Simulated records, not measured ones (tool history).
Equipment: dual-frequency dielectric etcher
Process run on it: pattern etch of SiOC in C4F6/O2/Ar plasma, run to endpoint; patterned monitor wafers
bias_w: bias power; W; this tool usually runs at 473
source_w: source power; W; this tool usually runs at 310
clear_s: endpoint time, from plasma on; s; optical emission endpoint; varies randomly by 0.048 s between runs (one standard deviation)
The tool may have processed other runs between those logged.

run	hour	bias_w	source_w	wafers since the last listed run	hours since the last wet clean	hours since the last bias power generator calibration	hours since the last source power generator calibration	hours since the last upper electrode change	incoming incoming film thickness, nm	clear_s
1	0.0	473	310	0	398.1	2382.2	2273.6	1960.2	44.45	16.6
2	18.0	473	310	276	416.1	2400.2	2291.6	1978.2	44.47	16.5
3	35.1	473	310	262	433.2	2417.3	2308.7	1995.3	44.78	16.7
4	45.6	473	310	161	443.7	2427.8	2319.2	2005.8	44.73	16.8
5	59.7	388	310	216	457.8	2441.9	2333.3	2019.9	43.97	17.8
6	68.9	388	310	141	467.0	2451.1	2342.5	2029.1	44.34	18.0
7	86.1	388	310	264	484.2	2468.3	2359.7	2046.3	44.21	17.8
8	106.4	403	350	311	504.5	2488.6	2380.0	2066.6	44.56	17.0
9	123.2	403	350	258	521.3	2505.4	2396.8	2083.4	44.38	16.9
10	138.3	473	310	231	536.4	2520.5	2411.9	2098.5	44.82	16.9
11	152.9	473	310	224	551.0	2535.1	2426.5	2113.1	44.42	16.8
12	168.6	438	310	241	566.7	2550.8	2442.2	2128.8	44.69	17.2
13	186.5	473	310	274	584.6	2568.7	2460.1	2146.7	44.74	16.9
# hour 212.8: wet clean of the chamber
14	213.3	473	310	43	0.5	2595.5	2486.9	2173.5	44.62	16.2
15	213.6	359	360	4	0.8	2595.8	2487.2	2173.8	44.81	16.9
16	217.0	568	330	52	4.2	2599.2	2490.6	2177.2	44.42	14.6
# hour 231.5: source power generator calibrated
17	232.2	473	310	172	19.4	2614.4	0.7	2192.4	44.42	16.2
# hour 257.2: upper electrode replaced
18	257.7	393	310	23	44.9	2639.9	26.2	0.5	44.02	17.2
19	258.0	438	310	4	45.2	2640.2	26.5	0.8	44.46	16.6
20	270.1	473	270	185	57.3	2652.3	38.6	12.9	44.23	17.1
21	322.0	473	310	797	109.2	2704.2	90.5	64.8	44.54	16.3
# hour 335.1: bias power generator calibrated
22	335.6	473	250	147	122.8	0.5	104.1	78.4	43.97	17.8
23	347.0	559	330	175	134.2	11.9	115.5	89.8	44.99	15.0
24	361.3	538	240	219	148.5	26.2	129.8	104.1	44.10	17.3
25	369.0	565	310	118	156.2	33.9	137.5	111.8	44.44	15.3
26	386.8	573	240	273	174.0	51.7	155.3	129.6	44.74	17.1
27	403.3	533	380	253	190.5	68.2	171.8	146.1	44.94	14.4
28	409.9	573	240	101	197.1	74.8	178.4	152.7	43.73	16.8
29	425.4	402	250	238	212.6	90.3	193.9	168.2	44.74	19.4

For each entry between runs, how does the tool's hidden state at the last listed run before it compare with that at the first listed run after it?
After run 13, before run 14: wet clean of the chamber (hour 212.8)
  etch rate over this chamber's usual, %: -3.99 -> 0.0747
  measured minus no-state result, clear_s: +0.7 -> +0.0 s
After run 16, before run 17: source power generator calibrated (hour 231.5)
  etch rate over this chamber's usual, %: 0.0474 -> -0.0648
  measured minus no-state result, clear_s: +0.0 -> +0.1 s
After run 17, before run 18: upper electrode replaced (hour 257.2)
  etch rate over this chamber's usual, %: -0.0648 -> -0.253
  measured minus no-state result, clear_s: +0.1 -> +0.0 s
After run 21, before run 22: bias power generator calibrated (hour 335.1)
  etch rate over this chamber's usual, %: -0.728 -> -0.828
  measured minus no-state result, clear_s: +0.2 -> +0.2 s

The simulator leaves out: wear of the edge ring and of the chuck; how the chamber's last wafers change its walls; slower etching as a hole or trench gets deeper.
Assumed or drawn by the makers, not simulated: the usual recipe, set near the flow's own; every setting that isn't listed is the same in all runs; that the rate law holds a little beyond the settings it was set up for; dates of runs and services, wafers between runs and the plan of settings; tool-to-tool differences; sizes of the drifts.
